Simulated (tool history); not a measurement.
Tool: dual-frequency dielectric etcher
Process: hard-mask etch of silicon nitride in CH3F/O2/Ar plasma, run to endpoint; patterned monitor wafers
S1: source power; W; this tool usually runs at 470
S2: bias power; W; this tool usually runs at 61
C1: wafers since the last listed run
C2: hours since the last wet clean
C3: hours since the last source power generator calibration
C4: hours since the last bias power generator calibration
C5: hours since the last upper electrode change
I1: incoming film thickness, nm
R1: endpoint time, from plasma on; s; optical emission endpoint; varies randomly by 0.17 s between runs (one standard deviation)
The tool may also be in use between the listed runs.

Run 1, hour 0.0: usual settings but S2 49 W; C1 0; C2 137.8; C3 2423.8; C4 2903.1; C5 2736.5; I1 37.95. Result: R1 59.0 s.
Run 2, hour 7.8: usual settings but S2 49 W; C1 78; C2 145.6; C3 2431.6; C4 2910.9; C5 2744.3; I1 37.45. Result: R1 58.6 s.
Run 3, hour 24.2: usual settings but S1 420 W, S2 69 W; C1 164; C2 162.0; C3 2448.0; C4 2927.3; C5 2760.7; I1 37.81. Result: R1 56.9 s.
Run 4, hour 34.4: usual settings but S1 420 W, S2 69 W; C1 102; C2 172.2; C3 2458.2; C4 2937.5; C5 2770.9; I1 37.52. Result: R1 56.4 s.
Run 5, hour 51.4: usual settings; C1 170; C2 189.2; C3 2475.2; C4 2954.5; C5 2787.9; I1 37.02. Result: R1 55.0 s.
Run 6, hour 68.4: usual settings; C1 170; C2 206.2; C3 2492.2; C4 2971.5; C5 2804.9; I1 37.60. Result: R1 56.3 s.
Run 7, hour 76.6: usual settings but S1 520 W, S2 65 W; C1 82; C2 214.4; C3 2500.4; C4 2979.7; C5 2813.1; I1 37.59. Result: R1 54.2 s.
Run 8, hour 88.8: usual settings but S1 520 W, S2 65 W; C1 122; C2 226.6; C3 2512.6; C4 2991.9; C5 2825.3; I1 37.40. Result: R1 54.1 s.
At hour 113.0: upper electrode replaced.
Run 9, hour 113.5: usual settings but S1 520 W, S2 65 W; C1 7; C2 251.3; C3 2537.3; C4 3016.6; C5 0.5; I1 37.34. Result: R1 53.8 s.
At hour 119.1: source power generator calibrated.
Run 10, hour 119.8: usual settings; C1 23; C2 257.6; C3 0.7; C4 3022.9; C5 6.8; I1 37.90. Result: R1 56.5 s.
Run 11, hour 129.1: usual settings; C1 93; C2 266.9; C3 10.0; C4 3032.2; C5 16.1; I1 37.64. Result: R1 56.0 s.
Run 12, hour 144.3: usual settings; C1 152; C2 282.1; C3 25.2; C4 3047.4; C5 31.3; I1 37.69. Result: R1 56.3 s.
Run 13, hour 152.1: usual settings; C1 78; C2 289.9; C3 33.0; C4 3055.2; C5 39.1; I1 37.46. Result: R1 55.8 s.
Run 14, hour 167.9: usual settings; C1 158; C2 305.7; C3 48.8; C4 3071.0; C5 54.9; I1 37.56. Result: R1 56.0 s.
At hour 201.5: wet clean of the chamber.
Run 15, hour 202.0: usual settings but S1 370 W, S2 54 W; C1 101; C2 0.5; C3 82.9; C4 3105.1; C5 89.0; I1 37.17. Result: R1 60.7 s.
Run 16, hour 202.3: usual settings but S1 520 W, S2 51 W; C1 3; C2 0.8; C3 83.2; C4 3105.4; C5 89.3; I1 37.13. Result: R1 56.6 s.
Run 17, hour 203.8: usual settings but S1 370 W, S2 53 W; C1 15; C2 2.3; C3 84.7; C4 3106.9; C5 90.8; I1 37.34. Result: R1 61.0 s.
Run 18, hour 221.6: usual settings; C1 178; C2 20.1; C3 102.5; C4 3124.7; C5 108.6; I1 37.08. Result: R1 56.6 s.
At hour 228.2: bias power generator calibrated.
Run 19, hour 237.0: usual settings but S1 430 W, S2 65 W; C1 114; C2 35.5; C3 117.9; C4 8.8; C5 124.0; I1 37.69. Result: R1 57.8 s.
Run 20, hour 247.3: usual settings but S1 570 W; C1 103; C2 45.8; C3 128.2; C4 19.1; C5 134.3; I1 37.96. Result: R1 55.1 s.
Run 21, hour 259.8: usual settings; C1 125; C2 58.3; C3 140.7; C4 31.6; C5 146.8; I1 37.92. Result: R1 57.3 s.
Run 22, hour 268.0: usual settings; C1 82; C2 66.5; C3 148.9; C4 39.8; C5 155.0; I1 37.08. Result: R1 56.3 s.
Run 23, hour 275.8: usual settings but S1 400 W; C1 78; C2 74.3; C3 156.7; C4 47.6; C5 162.8; I1 37.25. Result: R1 58.8 s.
Run 24, hour 285.4: usual settings but S1 360 W; C1 96; C2 83.9; C3 166.3; C4 57.2; C5 172.4; I1 37.38. Result: R1 59.7 s.
Run 25, hour 294.7: usual settings but S1 520 W, S2 52 W; C1 93; C2 93.2; C3 175.6; C4 66.5; C5 181.7; I1 37.54. Result: R1 57.1 s.
Run 26, hour 302.4: usual settings but S1 420 W, S2 48 W; C1 77; C2 100.9; C3 183.3; C4 74.2; C5 189.4; I1 37.50. Result: R1 60.1 s.
Run 27, hour 320.2: usual settings but S1 430 W, S2 48 W; C1 178; C2 118.7; C3 201.1; C4 92.0; C5 207.2; I1 37.60. Result: R1 60.3 s.

Consider 4 possible next runs. They are alternatives, not a sequence: every one starts from the tool as it was left by run 27. What does each give?
Run A, hour 320.6: usual settings; C1 4; C2 119.1; C3 201.5; C4 92.4; C5 207.6; I1 37.57. Result: R1 ?.
Run B, hour 320.6: usual settings but S1 550 W, S2 72 W; C1 4; C2 119.1; C3 201.5; C4 92.4; C5 207.6; I1 37.57. Result: R1 ?.
Run C, hour 320.6: usual settings but S1 400 W, S2 74 W; C1 4; C2 119.1; C3 201.5; C4 92.4; C5 207.6; I1 37.57. Result: R1 ?.
Run D, hour 320.6: usual settings but S1 590 W, S2 65 W; C1 4; C2 119.1; C3 201.5; C4 92.4; C5 207.6; I1 37.57. Result: R1 ?.

run    R1
  A  56.8
  B  53.2
  C  56.7
  D  53.3
The same runs, with their run-to-run variation unchanged, on a tool lacking any hidden condition would have given:
run    R1
  A  57.1
  B  53.4
  C  57.0
  D  53.6
